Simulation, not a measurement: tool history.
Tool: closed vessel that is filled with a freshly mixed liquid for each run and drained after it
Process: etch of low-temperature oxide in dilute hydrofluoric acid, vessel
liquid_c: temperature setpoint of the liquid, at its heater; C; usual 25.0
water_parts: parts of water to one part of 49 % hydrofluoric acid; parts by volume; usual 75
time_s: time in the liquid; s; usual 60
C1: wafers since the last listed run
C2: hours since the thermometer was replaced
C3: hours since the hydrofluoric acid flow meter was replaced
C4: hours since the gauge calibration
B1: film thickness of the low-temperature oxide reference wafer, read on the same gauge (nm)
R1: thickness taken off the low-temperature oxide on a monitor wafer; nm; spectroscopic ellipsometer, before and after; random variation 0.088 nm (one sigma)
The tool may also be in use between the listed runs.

run 1 hour=0.0 | liquid_c=25.0 water_parts=75 time_s=60 | C1=0 C2=1964.6 C3=2189.4 C4=1024.9 | B1=140.00 | R1=29.40
run 2 hour=33.1 | liquid_c=25.0 water_parts=60 time_s=60 | C1=2218 C2=1997.7 C3=2222.5 C4=1058.0 | B1=139.94 | R1=37.31
-- hour=41.4 gauge calibrated
run 3 hour=63.5 | liquid_c=25.0 water_parts=75 time_s=60 | C1=2037 C2=2028.1 C3=2252.9 C4=22.1 | B1=140.02 | R1=29.31
run 4 hour=88.7 | liquid_c=25.0 water_parts=75 time_s=60 | C1=1689 C2=2053.3 C3=2278.1 C4=47.3 | B1=140.03 | R1=29.34
run 5 hour=136.5 | liquid_c=25.0 water_parts=75 time_s=60 | C1=3204 C2=2101.1 C3=2325.9 C4=95.1 | B1=139.97 | R1=29.33
-- hour=159.6 hydrofluoric acid flow meter replaced
run 6 hour=165.4 | liquid_c=25.0 water_parts=75 time_s=60 | C1=1870 C2=2130.0 C3=5.8 C4=124.0 | B1=140.06 | R1=28.69
run 7 hour=191.7 | liquid_c=25.0 water_parts=100 time_s=60 | C1=1763 C2=2156.3 C3=32.1 C4=150.3 | B1=139.95 | R1=20.92
run 8 hour=223.9 | liquid_c=27.5 water_parts=90 time_s=60 | C1=2158 C2=2188.5 C3=64.3 C4=182.5 | B1=139.99 | R1=26.08
run 9 hour=251.4 | liquid_c=25.0 water_parts=75 time_s=60 | C1=1843 C2=2216.0 C3=91.8 C4=210.0 | B1=140.03 | R1=28.65
run 10 hour=269.6 | liquid_c=26.5 water_parts=75 time_s=60 | C1=1220 C2=2234.2 C3=110.0 C4=228.2 | B1=139.97 | R1=30.58
run 11 hour=290.6 | liquid_c=20.0 water_parts=75 time_s=80 | C1=1407 C2=2255.2 C3=131.0 C4=249.2 | B1=139.95 | R1=31.18
run 12 hour=324.7 | liquid_c=23.0 water_parts=85 time_s=35 | C1=2285 C2=2289.3 C3=165.1 C4=283.3 | B1=139.96 | R1=13.56
run 13 hour=382.3 | liquid_c=25.0 water_parts=75 time_s=60 | C1=3861 C2=2346.9 C3=222.7 C4=340.9 | B1=139.98 | R1=28.80
-- hour=397.9 thermometer replaced
run 14 hour=409.0 | liquid_c=22.0 water_parts=75 time_s=60 | C1=1722 C2=11.1 C3=249.4 C4=367.6 | B1=139.95 | R1=25.50
run 15 hour=441.4 | liquid_c=30.0 water_parts=55 time_s=50 | C1=2171 C2=43.5 C3=281.8 C4=400.0 | B1=140.03 | R1=41.16
run 16 hour=459.6 | liquid_c=29.5 water_parts=90 time_s=60 | C1=1220 C2=61.7 C3=300.0 C4=418.2 | B1=140.04 | R1=28.22
run 17 hour=474.3 | liquid_c=25.0 water_parts=95 time_s=95 | C1=985 C2=76.4 C3=314.7 C4=432.9 | B1=139.96 | R1=35.23
run 18 hour=566.9 | liquid_c=25.0 water_parts=105 time_s=60 | C1=6207 C2=169.0 C3=407.3 C4=525.5 | B1=139.99 | R1=19.79
run 19 hour=601.5 | liquid_c=22.0 water_parts=90 time_s=60 | C1=2319 C2=203.6 C3=441.9 C4=560.1 | B1=140.01 | R1=20.99
run 20 hour=629.0 | liquid_c=27.5 water_parts=75 time_s=60 | C1=1843 C2=231.1 C3=469.4 C4=587.6 | B1=139.98 | R1=31.85
run 21 hour=662.9 | liquid_c=22.5 water_parts=75 time_s=95 | C1=2272 C2=265.0 C3=503.3 C4=621.5 | B1=140.01 | R1=41.26
run 22 hour=694.6 | liquid_c=25.0 water_parts=75 time_s=45 | C1=2125 C2=296.7 C3=535.0 C4=653.2 | B1=139.95 | R1=21.74
run 23 hour=724.1 | liquid_c=23.0 water_parts=85 time_s=35 | C1=1977 C2=326.2 C3=564.5 C4=682.7 | B1=139.98 | R1=13.63
run 24 hour=757.3 | liquid_c=21.0 water_parts=75 time_s=60 | C1=2225 C2=359.4 C3=597.7 C4=715.9 | B1=139.98 | R1=24.68
run 25 hour=787.7 | liquid_c=20.0 water_parts=75 time_s=80 | C1=2037 C2=389.8 C3=628.1 C4=746.3 | B1=140.02 | R1=31.41
run 26 hour=885.3 | liquid_c=30.0 water_parts=110 time_s=60 | C1=6542 C2=487.4 C3=725.7 C4=843.9 | B1=140.04 | R1=22.87
run 27 hour=917.3 | liquid_c=25.0 water_parts=45 time_s=40 | C1=2145 C2=519.4 C3=757.7 C4=875.9 | B1=139.99 | R1=33.56
run 28 hour=950.3 | liquid_c=25.0 water_parts=75 time_s=70 | C1=2212 C2=552.4 C3=790.7 C4=908.9 | B1=139.95 | R1=33.90
run 29 hour=970.6 | liquid_c=23.5 water_parts=75 time_s=40 | C1=1360 C2=572.7 C3=811.0 C4=929.2 | B1=139.95 | R1=18.27
run 30 hour=995.2 | liquid_c=20.5 water_parts=100 time_s=80 | C1=1649 C2=597.3 C3=835.6 C4=953.8 | B1=140.00 | R1=23.53
run 31 hour=1057.4 | liquid_c=25.0 water_parts=75 time_s=30 | C1=4169 C2=659.5 C3=897.8 C4=1016.0 | B1=140.01 | R1=14.47

Some steps in R1 between neighbouring runs. How much of each would the tool show without its hidden state too (settings, what came in, random variation), and how much is left for the hidden state, with any gauge scatter that isn't in both results?
The hidden state here: liquid colder than its thermometer reads (K); hydrofluoric acid flow above the setpoint (%); gauge reads high (%).
Run 1 -> 2: water_parts 75 -> 60. R1 +7.91 nm: hidden state +0.18, all else +7.73.
Run 5 -> 6: hydrofluoric acid flow meter replaced. R1 -0.64 nm: hidden state -0.64, all else +0.00.
Run 11 -> 12: liquid_c 20.0 -> 23.0, water_parts 75 -> 85, time_s 80 -> 35. R1 -17.62 nm: hidden state -0.08, all else -17.54.
Run 14 -> 15: liquid_c 22.0 -> 30.0, water_parts 75 -> 55, time_s 60 -> 50. R1 +15.66 nm: hidden state +0.12, all else +15.54.
Run 21 -> 22: liquid_c 22.5 -> 25.0, time_s 95 -> 45. R1 -19.52 nm: hidden state -0.17, all else -19.35.
Run 28 -> 29: liquid_c 25.0 -> 23.5, time_s 70 -> 40. R1 -15.63 nm: hidden state -0.19, all else -15.44.
